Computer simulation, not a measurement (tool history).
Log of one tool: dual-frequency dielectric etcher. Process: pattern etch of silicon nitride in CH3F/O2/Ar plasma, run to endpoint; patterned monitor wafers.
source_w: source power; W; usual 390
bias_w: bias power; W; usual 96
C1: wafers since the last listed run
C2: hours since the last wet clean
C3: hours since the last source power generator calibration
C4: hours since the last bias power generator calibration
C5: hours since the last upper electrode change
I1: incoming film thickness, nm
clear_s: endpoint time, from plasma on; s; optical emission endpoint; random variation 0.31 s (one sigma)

Run 1, hour 0: usual settings but bias_w 85 W; C1 0; C2 256.8; C3 3438.1; C4 2057; C5 3119.5; I1 37.39. Result: clear_s 52.7 s.
Run 2, hour 18.6: usual settings but bias_w 85 W; C1 279; C2 275.4; C3 3456.7; C4 2075.6; C5 3138.1; I1 37.11. Result: clear_s 52.2 s.
At hour 94.5: wet clean of the chamber.
Run 3, hour 95: usual settings but source_w 310 W; C1 787; C2 0.5; C3 3533.1; C4 2152; C5 3214.5; I1 37.23. Result: clear_s 55.7 s.
Run 4, hour 108.7: usual settings but source_w 310 W; C1 205; C2 14.2; C3 3546.8; C4 2165.7; C5 3228.2; I1 36.86. Result: clear_s 55.4 s.
Run 5, hour 131.4: usual settings but source_w 430 W; C1 341; C2 36.9; C3 3569.5; C4 2188.4; C5 3250.9; I1 36.89. Result: clear_s 49.3 s.
Run 6, hour 159.5: usual settings but source_w 430 W; C1 422; C2 65; C3 3597.6; C4 2216.5; C5 3279; I1 37.19. Result: clear_s 49.9 s.
Run 7, hour 258: usual settings; C1 1480; C2 163.5; C3 3696.1; C4 2315; C5 3377.5; I1 37.49. Result: clear_s 51.1 s.
Run 8, hour 286.2: usual settings but bias_w 90 W; C1 423; C2 191.7; C3 3724.3; C4 2343.2; C5 3405.7; I1 37.39. Result: clear_s 51.6 s.
Run 9, hour 307.6: usual settings but bias_w 90 W; C1 321; C2 213.1; C3 3745.7; C4 2364.6; C5 3427.1; I1 36.77. Result: clear_s 50.8 s.
Run 10, hour 320.6: usual settings but source_w 440 W; C1 195; C2 226.1; C3 3758.7; C4 2377.6; C5 3440.1; I1 37.3. Result: clear_s 48.6 s.
At hour 362: upper electrode replaced.
Run 11, hour 362.5: usual settings but source_w 440 W; C1 268; C2 268; C3 3800.6; C4 2419.5; C5 0.5; I1 37.28. Result: clear_s 47.7 s.
Run 12, hour 362.9: usual settings but source_w 440 W; C1 6; C2 268.4; C3 3801; C4 2419.9; C5 0.9; I1 37.07. Result: clear_s 47.6 s.
Run 13, hour 381.6: usual settings; C1 280; C2 287.1; C3 3819.7; C4 2438.6; C5 19.6; I1 37.2. Result: clear_s 49.7 s.
Run 14, hour 412.5: usual settings; C1 464; C2 318; C3 3850.6; C4 2469.5; C5 50.5; I1 37.23. Result: clear_s 49.6 s.
Run 15, hour 426.5: usual settings; C1 210; C2 332; C3 3864.6; C4 2483.5; C5 64.5; I1 37.04. Result: clear_s 49.4 s.
Run 16, hour 447.8: usual settings but source_w 420 W; C1 320; C2 353.3; C3 3885.9; C4 2504.8; C5 85.8; I1 37.2. Result: clear_s 48.3 s.
Run 17, hour 475.1: usual settings but bias_w 112 W; C1 410; C2 380.6; C3 3913.2; C4 2532.1; C5 113.1; I1 36.98. Result: clear_s 46.5 s.
Run 18, hour 489.4: usual settings but source_w 460 W, bias_w 113 W; C1 214; C2 394.9; C3 3927.5; C4 2546.4; C5 127.4; I1 37.22. Result: clear_s 44.2 s.
At hour 530.4: wet clean of the chamber.
Run 19, hour 530.9: usual settings but source_w 450 W, bias_w 114 W; C1 262; C2 0.5; C3 3969; C4 2587.9; C5 168.9; I1 36.84. Result: clear_s 46.2 s.
Run 20, hour 537.4: usual settings but bias_w 88 W; C1 97; C2 7; C3 3975.5; C4 2594.4; C5 175.4; I1 37.03. Result: clear_s 52.3 s.
Run 21, hour 553: usual settings but source_w 320 W, bias_w 85 W; C1 234; C2 22.6; C3 3991.1; C4 2610; C5 191; I1 36.55. Result: clear_s 55.9 s.
At hour 561.6: source power generator calibrated.
At hour 583: bias power generator calibrated.
Run 22, hour 586.9: usual settings; C1 389; C2 56.5; C3 25.3; C4 3.9; C5 224.9; I1 36.53. Result: clear_s 49.9 s.
Run 23, hour 601.8: usual settings but source_w 350 W, bias_w 116 W; C1 223; C2 71.4; C3 40.2; C4 18.8; C5 239.8; I1 37.14. Result: clear_s 49.9 s.
Run 24, hour 636.3: usual settings; C1 518; C2 105.9; C3 74.7; C4 53.3; C5 274.3; I1 37.03. Result: clear_s 50.4 s.
Run 25, hour 652: usual settings; C1 235; C2 121.6; C3 90.4; C4 69; C5 290; I1 36.86. Result: clear_s 50.1 s.
Run 26, hour 672.4: usual settings but source_w 430 W, bias_w 105 W; C1 306; C2 142; C3 110.8; C4 89.4; C5 310.4; I1 37.35. Result: clear_s 48.1 s.
Run 27, hour 695.8: usual settings but source_w 310 W, bias_w 113 W; C1 351; C2 165.4; C3 134.2; C4 112.8; C5 333.8; I1 37.03. Result: clear_s 51.7 s.
Run 28, hour 725.5: usual settings but source_w 340 W; C1 446; C2 195.1; C3 163.9; C4 142.5; C5 363.5; I1 37.1. Result: clear_s 51.9 s.
Run 29, hour 743.1: usual settings but bias_w 82 W; C1 264; C2 212.7; C3 181.5; C4 160.1; C5 381.1; I1 37.06. Result: clear_s 52.2 s.
Run 30, hour 774.7: usual settings but source_w 340 W, bias_w 119 W; C1 474; C2 244.3; C3 213.1; C4 191.7; C5 412.7; I1 37.26. Result: clear_s 48.6 s.
Run 31, hour 791.5: usual settings but source_w 320 W; C1 252; C2 261.1; C3 229.9; C4 208.5; C5 429.5; I1 37.22. Result: clear_s 52.8 s.
Run 32, hour 807.2: usual settings but source_w 310 W, bias_w 117 W; C1 235; C2 276.8; C3 245.6; C4 224.2; C5 445.2; I1 36.81. Result: clear_s 49.3 s.
Run 33, hour 830.9: usual settings but source_w 350 W, bias_w 72 W; C1 356; C2 300.5; C3 269.3; C4 247.9; C5 468.9; I1 37.05. Result: clear_s 55.4 s.
Run 34, hour 843.3: usual settings; C1 186; C2 312.9; C3 281.7; C4 260.3; C5 481.3; I1 37.13. Result: clear_s 49.2 s.

The same runs without the tool's hidden state, with the same run-to-run variation:
The hidden state here: etch rate over this chamber's usual, %; source power that arrives over what is set, %; bias power that arrives over what is set, %.
run  clear_s
  1     54.3
  2     53.9
  3     55.9
  4     55.7
  5     49.7
  6     50.5
  7     52.3
  8     53.1
  9     52.4
 10     50.2
 11     49.6
 12     49.5
 13     51.8
 14     51.9
 15     51.7
 16     50.7
 17     48.9
 18     46.7
 19     46.6
 20     52.8
 21     56.5
 22     50.7
 23     50.8
 24     51.5
 25     51.3
 26     49.4
 27     53.2
 28     53.6
 29     54.1
 30     50.5
 31       55
 32     51.5
 33       58
 34     51.6
